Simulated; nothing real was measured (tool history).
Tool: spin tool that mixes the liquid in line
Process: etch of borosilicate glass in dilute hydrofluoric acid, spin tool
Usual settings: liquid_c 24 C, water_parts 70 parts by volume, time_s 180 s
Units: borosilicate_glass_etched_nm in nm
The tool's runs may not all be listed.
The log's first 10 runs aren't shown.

run    hour  liquid_c  water_parts  time_s  read-back film thickness of the borosilicate glass reference wafer, read on the same gauge (nm)  borosilicate_glass_etched_nm
 11   442.9        24           70     180                                                                                            47.14                         46.07
 12   483.9        24           70      70                                                                                            47.06                         17.81
      529.4  -- gauge calibrated
 13   534.3        24           70     180                                                                                            49.91                         49.26
 14   575.9      22.5           70      85                                                                                            49.84                         21.39
 15   647.6      22.5           70     180                                                                                            49.76                         45.54
 16   690.3      27.5           50     120                                                                                            49.68                         53.08
 17   723.7        24           70     215                                                                                            49.65                         57.67
      732.9  -- thermometer replaced
 18   776.5      26.5           70      90                                                                                            49.56                         26.33
 19   841.3        24           55     120                                                                                            49.49                         41.95
      861.4  -- hydrofluoric acid flow meter replaced
 20   899.3        27           70     180                                                                                            49.41                         54.49
 21   945.9      27.5           80      90                                                                                            49.36                         23.64
 22  1003.8        22           70     180                                                                                            49.27                         44.34
 23  1049.3      25.5           70     145                                                                                            49.18                         40.96
 24  1141.5        24           90     125                                                                                            49.09                         25.08
 25  1170.5        24           70     180                                                                                            49.04                         47.54
 26  1219.1      28.5           90     250                                                                                            48.98                         58.79
     1259.4  -- thermometer replaced
 27  1283.6        19           45     275                                                                                            48.86                         94.37
 28  1326.2        24          100     210                                                                                             48.8                         36.57
 29    1387        24           70     180                                                                                            48.71                         47.61
 30  1446.4      28.5           85     260                                                                                            48.65                         66.04
 31  1488.6        24           70     180                                                                                            48.64                         46.92
 32    1559        24           45     180                                                                                            48.49                         75.44
 33  1606.9      21.5           60      85                                                                                            48.45                         23.89

4 ways to go on from here, each from the tool as it stands after run 33. What would each give?
  A  1607.4        24           70     180                                                                                                ?                             ?
  B  1607.4        27           80     180                                                                                                ?                             ?
  C  1607.4      26.5           35     210                                                                                                ?                             ?
  D  1607.4      21.5           70     180                                                                                                ?                             ?

run  read-back film thickness of the borosilicate glass reference wafer, read on the same gauge (nm)  borosilicate_glass_etched_nm
  A                                                                                            48.46                         47.29
  B                                                                                            48.46                         46.02
  C                                                                                            48.46                        128.13
  D                                                                                            48.46                         42.69
Without the tool's hidden state the same runs would have given:
run  borosilicate_glass_etched_nm
  A                         48.82
  B                         47.51
  C                        132.27
  D                         44.07

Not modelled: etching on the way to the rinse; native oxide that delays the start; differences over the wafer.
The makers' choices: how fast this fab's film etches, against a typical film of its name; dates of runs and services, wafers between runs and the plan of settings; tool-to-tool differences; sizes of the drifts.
